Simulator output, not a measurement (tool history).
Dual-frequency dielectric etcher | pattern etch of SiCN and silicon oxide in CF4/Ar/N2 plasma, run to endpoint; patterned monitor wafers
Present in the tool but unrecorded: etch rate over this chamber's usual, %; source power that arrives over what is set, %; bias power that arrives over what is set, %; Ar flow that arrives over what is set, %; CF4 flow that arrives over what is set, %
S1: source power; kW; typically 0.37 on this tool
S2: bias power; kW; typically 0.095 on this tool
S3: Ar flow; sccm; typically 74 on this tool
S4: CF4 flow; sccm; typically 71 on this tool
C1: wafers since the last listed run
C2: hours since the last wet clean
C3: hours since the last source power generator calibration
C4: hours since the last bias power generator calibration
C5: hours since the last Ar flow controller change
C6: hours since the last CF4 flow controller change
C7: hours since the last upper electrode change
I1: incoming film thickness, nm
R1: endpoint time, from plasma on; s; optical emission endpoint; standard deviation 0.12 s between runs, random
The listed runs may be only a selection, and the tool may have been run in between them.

{"run": 1, "hour": 0.0, "S1": 0.37, "S2": 0.095, "S3": 74, "S4": 71, "C1": 0, "C2": 0.5, "C3": 3342.5, "C4": 2647.1, "C5": 1618, "C6": 2842.6, "C7": 3324.2, "I1": 12.28, "R1": 14.6}
{"run": 2, "hour": 0.3, "S1": 0.37, "S2": 0.095, "S3": 74, "S4": 71, "C1": 5, "C2": 0.8, "C3": 3342.8, "C4": 2647.4, "C5": 1618.3, "C6": 2842.9, "C7": 3324.5, "I1": 12.16, "R1": 14.6}
{"run": 3, "hour": 5.8, "S1": 0.37, "S2": 0.095, "S3": 74, "S4": 71, "C1": 103, "C2": 6.3, "C3": 3348.3, "C4": 2652.9, "C5": 1623.8, "C6": 2848.4, "C7": 3330, "I1": 12.13, "R1": 14.5}
{"run": 4, "hour": 16.2, "S1": 0.37, "S2": 0.095, "S3": 74, "S4": 71, "C1": 195, "C2": 16.7, "C3": 3358.7, "C4": 2663.3, "C5": 1634.2, "C6": 2858.8, "C7": 3340.4, "I1": 12.32, "R1": 14.8}
{"run": 5, "hour": 24.7, "S1": 0.37, "S2": 0.095, "S3": 74, "S4": 71, "C1": 160, "C2": 25.2, "C3": 3367.2, "C4": 2671.8, "C5": 1642.7, "C6": 2867.3, "C7": 3348.9, "I1": 12.08, "R1": 14.5}
{"run": 6, "hour": 38.8, "S1": 0.37, "S2": 0.107, "S3": 74, "S4": 71, "C1": 265, "C2": 39.3, "C3": 3381.3, "C4": 2685.9, "C5": 1656.8, "C6": 2881.4, "C7": 3363, "I1": 12.09, "R1": 13.6}
{"hour": 50.5, "done": "source power generator calibrated"}
{"hour": 71.3, "done": "wet clean of the chamber, repeated, since the last time left the tool worse"}
{"hour": 74.4, "done": "Ar flow controller replaced"}
{"run": 7, "hour": 74.9, "S1": 0.33, "S2": 0.079, "S3": 85, "S4": 71, "C1": 155, "C2": 3.6, "C3": 24.4, "C4": 2722, "C5": 0.5, "C6": 2917.5, "C7": 3399.1, "I1": 12.19, "R1": 19.2}
{"run": 8, "hour": 75.2, "S1": 0.37, "S2": 0.081, "S3": 74, "S4": 71, "C1": 5, "C2": 3.9, "C3": 24.7, "C4": 2722.3, "C5": 0.8, "C6": 2917.8, "C7": 3399.4, "I1": 12.23, "R1": 16.7}
{"hour": 96.3, "done": "CF4 flow controller replaced"}
{"hour": 107.1, "done": "bias power generator calibrated"}
{"run": 9, "hour": 107.6, "S1": 0.37, "S2": 0.095, "S3": 74, "S4": 71, "C1": 421, "C2": 36.3, "C3": 57.1, "C4": 0.5, "C5": 33.2, "C6": 11.3, "C7": 3431.8, "I1": 12.17, "R1": 15.3}
{"run": 10, "hour": 124.7, "S1": 0.37, "S2": 0.095, "S3": 59, "S4": 65, "C1": 322, "C2": 53.4, "C3": 74.2, "C4": 17.6, "C5": 50.3, "C6": 28.4, "C7": 3448.9, "I1": 12.07, "R1": 14.5}
{"hour": 155.9, "done": "upper electrode replaced"}
{"run": 11, "hour": 156.4, "S1": 0.33, "S2": 0.079, "S3": 85, "S4": 71, "C1": 145, "C2": 85.1, "C3": 105.9, "C4": 49.3, "C5": 82, "C6": 60.1, "C7": 0.5, "I1": 12.08, "R1": 19.3}
{"run": 12, "hour": 156.7, "S1": 0.37, "S2": 0.073, "S3": 65, "S4": 59, "C1": 5, "C2": 85.4, "C3": 106.2, "C4": 49.6, "C5": 82.3, "C6": 60.4, "C7": 0.8, "I1": 12.19, "R1": 17}
{"run": 13, "hour": 157.0, "S1": 0.28, "S2": 0.095, "S3": 74, "S4": 54, "C1": 5, "C2": 85.7, "C3": 106.5, "C4": 49.9, "C5": 82.6, "C6": 60.7, "C7": 1.1, "I1": 12.07, "R1": 21.2}
{"run": 14, "hour": 161.9, "S1": 0.37, "S2": 0.095, "S3": 74, "S4": 71, "C1": 92, "C2": 90.6, "C3": 111.4, "C4": 54.8, "C5": 87.5, "C6": 65.6, "C7": 6, "I1": 12.22, "R1": 15.5}
{"run": 15, "hour": 168.0, "S1": 0.37, "S2": 0.095, "S3": 74, "S4": 71, "C1": 114, "C2": 96.7, "C3": 117.5, "C4": 60.9, "C5": 93.6, "C6": 71.7, "C7": 12.1, "I1": 12.32, "R1": 15.5}
{"run": 16, "hour": 177.3, "S1": 0.37, "S2": 0.082, "S3": 66, "S4": 88, "C1": 175, "C2": 106, "C3": 126.8, "C4": 70.2, "C5": 102.9, "C6": 81, "C7": 21.4, "I1": 12.12, "R1": 15.6}
{"run": 17, "hour": 190.9, "S1": 0.3, "S2": 0.095, "S3": 74, "S4": 64, "C1": 256, "C2": 119.6, "C3": 140.4, "C4": 83.8, "C5": 116.5, "C6": 94.6, "C7": 35, "I1": 12.05, "R1": 19.3}
{"run": 18, "hour": 200.3, "S1": 0.42, "S2": 0.083, "S3": 74, "S4": 71, "C1": 177, "C2": 129, "C3": 149.8, "C4": 93.2, "C5": 125.9, "C6": 104, "C7": 44.4, "I1": 12.16, "R1": 14.1}
{"run": 19, "hour": 210.1, "S1": 0.33, "S2": 0.107, "S3": 66, "S4": 71, "C1": 184, "C2": 138.8, "C3": 159.6, "C4": 103, "C5": 135.7, "C6": 113.8, "C7": 54.2, "I1": 12.26, "R1": 16.4}
{"run": 20, "hour": 221.4, "S1": 0.44, "S2": 0.095, "S3": 74, "S4": 80, "C1": 212, "C2": 150.1, "C3": 170.9, "C4": 114.3, "C5": 147, "C6": 125.1, "C7": 65.5, "I1": 12.06, "R1": 12.4}
{"run": 21, "hour": 228.7, "S1": 0.37, "S2": 0.095, "S3": 74, "S4": 71, "C1": 137, "C2": 157.4, "C3": 178.2, "C4": 121.6, "C5": 154.3, "C6": 132.4, "C7": 72.8, "I1": 12.08, "R1": 15}
{"run": 22, "hour": 238.4, "S1": 0.37, "S2": 0.095, "S3": 74, "S4": 71, "C1": 182, "C2": 167.1, "C3": 187.9, "C4": 131.3, "C5": 164, "C6": 142.1, "C7": 82.5, "I1": 12.18, "R1": 15.3}
{"run": 23, "hour": 245.7, "S1": 0.37, "S2": 0.116, "S3": 74, "S4": 66, "C1": 137, "C2": 174.4, "C3": 195.2, "C4": 138.6, "C5": 171.3, "C6": 149.4, "C7": 89.8, "I1": 12.27, "R1": 14.4}
{"run": 24, "hour": 265.4, "S1": 0.37, "S2": 0.088, "S3": 74, "S4": 82, "C1": 371, "C2": 194.1, "C3": 214.9, "C4": 158.3, "C5": 191, "C6": 169.1, "C7": 109.5, "I1": 12.2, "R1": 15.5}
{"run": 25, "hour": 281.8, "S1": 0.37, "S2": 0.095, "S3": 74, "S4": 71, "C1": 308, "C2": 210.5, "C3": 231.3, "C4": 174.7, "C5": 207.4, "C6": 185.5, "C7": 125.9, "I1": 12.17, "R1": 15.3}

Branching from run 25: 3 alternative next runs. What would each branch give?
{"run": "A", "hour": 282.2, "S1": 0.37, "S2": 0.102, "S3": 74, "S4": 71, "C1": 7, "C2": 210.9, "C3": 231.7, "C4": 175.1, "C5": 207.8, "C6": 185.9, "C7": 126.3, "I1": 12.27, "R1": "?"}
{"run": "B", "hour": 282.2, "S1": 0.33, "S2": 0.095, "S3": 80, "S4": 58, "C1": 7, "C2": 210.9, "C3": 231.7, "C4": 175.1, "C5": 207.8, "C6": 185.9, "C7": 126.3, "I1": 12.27, "R1": "?"}
{"run": "C", "hour": 282.2, "S1": 0.37, "S2": 0.095, "S3": 69, "S4": 64, "C1": 7, "C2": 210.9, "C3": 231.7, "C4": 175.1, "C5": 207.8, "C6": 185.9, "C7": 126.3, "I1": 12.27, "R1": "?"}

run=A R1=15
run=B R1=17.9
run=C R1=15.3
Without the tool's unlogged condition, the same runs would have read:
run=A R1=15.3
run=B R1=18.3
run=C R1=15.6
